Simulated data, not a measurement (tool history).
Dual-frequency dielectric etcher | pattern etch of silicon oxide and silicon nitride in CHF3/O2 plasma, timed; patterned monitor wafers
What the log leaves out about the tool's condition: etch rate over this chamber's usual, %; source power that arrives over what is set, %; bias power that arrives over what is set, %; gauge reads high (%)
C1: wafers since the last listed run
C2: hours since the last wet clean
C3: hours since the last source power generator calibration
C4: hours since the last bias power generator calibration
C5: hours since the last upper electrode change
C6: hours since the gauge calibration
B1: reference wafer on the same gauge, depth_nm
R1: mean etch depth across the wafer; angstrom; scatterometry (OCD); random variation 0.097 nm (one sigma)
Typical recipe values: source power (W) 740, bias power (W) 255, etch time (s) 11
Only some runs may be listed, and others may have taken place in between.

{"run": 1, "hour": 0.0, "source power (W)": 850, "bias power (W)": 282, "etch time (s)": 11, "C1": 0, "C2": 348, "C3": 1938.8, "C4": 1725.4, "C5": 3221.5, "C6": 232, "B1": 23.5, "R1": 231.7}
{"run": 2, "hour": 35.5, "source power (W)": 850, "bias power (W)": 282, "etch time (s)": 11, "C1": 377, "C2": 383.5, "C3": 1974.3, "C4": 1760.9, "C5": 3257, "C6": 267.5, "B1": 23.49, "R1": 234.1}
{"run": 3, "hour": 68.4, "source power (W)": 850, "bias power (W)": 282, "etch time (s)": 11, "C1": 349, "C2": 416.4, "C3": 2007.2, "C4": 1793.8, "C5": 3289.9, "C6": 300.4, "B1": 23.54, "R1": 236.5}
{"run": 4, "hour": 93.8, "source power (W)": 740, "bias power (W)": 255, "etch time (s)": 11, "C1": 270, "C2": 441.8, "C3": 2032.6, "C4": 1819.2, "C5": 3315.3, "C6": 325.8, "B1": 23.55, "R1": 214.7}
{"run": 5, "hour": 128.0, "source power (W)": 740, "bias power (W)": 255, "etch time (s)": 11, "C1": 363, "C2": 476, "C3": 2066.8, "C4": 1853.4, "C5": 3349.5, "C6": 360, "B1": 23.51, "R1": 213.7}
{"run": 6, "hour": 146.2, "source power (W)": 740, "bias power (W)": 255, "etch time (s)": 11, "C1": 193, "C2": 494.2, "C3": 2085, "C4": 1871.6, "C5": 3367.7, "C6": 378.2, "B1": 23.52, "R1": 215}
{"hour": 161.5, "done": "gauge calibrated"}
{"run": 7, "hour": 175.5, "source power (W)": 740, "bias power (W)": 255, "etch time (s)": 11, "C1": 311, "C2": 523.5, "C3": 2114.3, "C4": 1900.9, "C5": 3397, "C6": 14, "B1": 23.52, "R1": 215.4}
{"hour": 184.3, "done": "bias power generator calibrated"}
{"hour": 220.2, "done": "upper electrode replaced"}
{"run": 8, "hour": 220.7, "source power (W)": 740, "bias power (W)": 255, "etch time (s)": 11, "C1": 182, "C2": 568.7, "C3": 2159.5, "C4": 36.4, "C5": 0.5, "C6": 59.2, "B1": 23.49, "R1": 219.8}
{"run": 9, "hour": 221.0, "source power (W)": 740, "bias power (W)": 255, "etch time (s)": 9.5, "C1": 3, "C2": 569, "C3": 2159.8, "C4": 36.7, "C5": 0.8, "C6": 59.5, "B1": 23.5, "R1": 187.6}
{"run": 10, "hour": 231.1, "source power (W)": 740, "bias power (W)": 255, "etch time (s)": 11, "C1": 107, "C2": 579.1, "C3": 2169.9, "C4": 46.8, "C5": 10.9, "C6": 69.6, "B1": 23.5, "R1": 216.3}
{"hour": 253.8, "done": "source power generator calibrated"}
{"run": 11, "hour": 254.3, "source power (W)": 740, "bias power (W)": 255, "etch time (s)": 13.5, "C1": 204, "C2": 602.3, "C3": 0.5, "C4": 70, "C5": 34.1, "C6": 92.8, "B1": 23.48, "R1": 267.3}
{"run": 12, "hour": 264.3, "source power (W)": 570, "bias power (W)": 293, "etch time (s)": 11, "C1": 106, "C2": 612.3, "C3": 10.5, "C4": 80, "C5": 44.1, "C6": 102.8, "B1": 23.51, "R1": 202.2}
{"run": 13, "hour": 280.0, "source power (W)": 830, "bias power (W)": 209, "etch time (s)": 12, "C1": 166, "C2": 628, "C3": 26.2, "C4": 95.7, "C5": 59.8, "C6": 118.5, "B1": 23.44, "R1": 234.8}
{"hour": 315.0, "done": "wet clean of the chamber"}
{"run": 14, "hour": 315.5, "source power (W)": 810, "bias power (W)": 298, "etch time (s)": 8, "C1": 122, "C2": 0.5, "C3": 61.7, "C4": 131.2, "C5": 95.3, "C6": 154, "B1": 23.53, "R1": 162.9}
{"run": 15, "hour": 349.5, "source power (W)": 740, "bias power (W)": 255, "etch time (s)": 11, "C1": 361, "C2": 34.5, "C3": 95.7, "C4": 165.2, "C5": 129.3, "C6": 188, "B1": 23.47, "R1": 207}
{"run": 16, "hour": 363.6, "source power (W)": 740, "bias power (W)": 255, "etch time (s)": 11, "C1": 149, "C2": 48.6, "C3": 109.8, "C4": 179.3, "C5": 143.4, "C6": 202.1, "B1": 23.51, "R1": 207.7}
{"run": 17, "hour": 389.1, "source power (W)": 790, "bias power (W)": 238, "etch time (s)": 9, "C1": 271, "C2": 74.1, "C3": 135.3, "C4": 204.8, "C5": 168.9, "C6": 227.6, "B1": 23.48, "R1": 172.2}
{"run": 18, "hour": 415.8, "source power (W)": 680, "bias power (W)": 285, "etch time (s)": 8.5, "C1": 283, "C2": 100.8, "C3": 162, "C4": 231.5, "C5": 195.6, "C6": 254.3, "B1": 23.47, "R1": 160.5}
{"run": 19, "hour": 430.8, "source power (W)": 850, "bias power (W)": 282, "etch time (s)": 11, "C1": 159, "C2": 115.8, "C3": 177, "C4": 246.5, "C5": 210.6, "C6": 269.3, "B1": 23.52, "R1": 227.9}

Each row is a separate what-if for the run after 19, all from the same tool condition, not one after another. Results?
{"run": "A", "hour": 431.2, "source power (W)": 740, "bias power (W)": 255, "etch time (s)": 11, "C1": 4, "C2": 116.2, "C3": 177.4, "C4": 246.9, "C5": 211, "C6": 269.7, "B1": "?", "R1": "?"}
{"run": "B", "hour": 431.2, "source power (W)": 740, "bias power (W)": 208, "etch time (s)": 12, "C1": 4, "C2": 116.2, "C3": 177.4, "C4": 246.9, "C5": 211, "C6": 269.7, "B1": "?", "R1": "?"}
{"run": "C", "hour": 431.2, "source power (W)": 840, "bias power (W)": 284, "etch time (s)": 8.5, "C1": 4, "C2": 116.2, "C3": 177.4, "C4": 246.9, "C5": 211, "C6": 269.7, "B1": "?", "R1": "?"}
{"run": "D", "hour": 431.2, "source power (W)": 740, "bias power (W)": 255, "etch time (s)": 12, "C1": 4, "C2": 116.2, "C3": 177.4, "C4": 246.9, "C5": 211, "C6": 269.7, "B1": "?", "R1": "?"}

run=A B1=23.48 R1=208.9
run=B B1=23.48 R1=215.6
run=C B1=23.48 R1=175.6
run=D B1=23.48 R1=227.9
Take away the tool's hidden state, keep each run's random variation, and the runs would have read:
run=A R1=207.3
run=B R1=214
run=C R1=174.3
run=D R1=226.2

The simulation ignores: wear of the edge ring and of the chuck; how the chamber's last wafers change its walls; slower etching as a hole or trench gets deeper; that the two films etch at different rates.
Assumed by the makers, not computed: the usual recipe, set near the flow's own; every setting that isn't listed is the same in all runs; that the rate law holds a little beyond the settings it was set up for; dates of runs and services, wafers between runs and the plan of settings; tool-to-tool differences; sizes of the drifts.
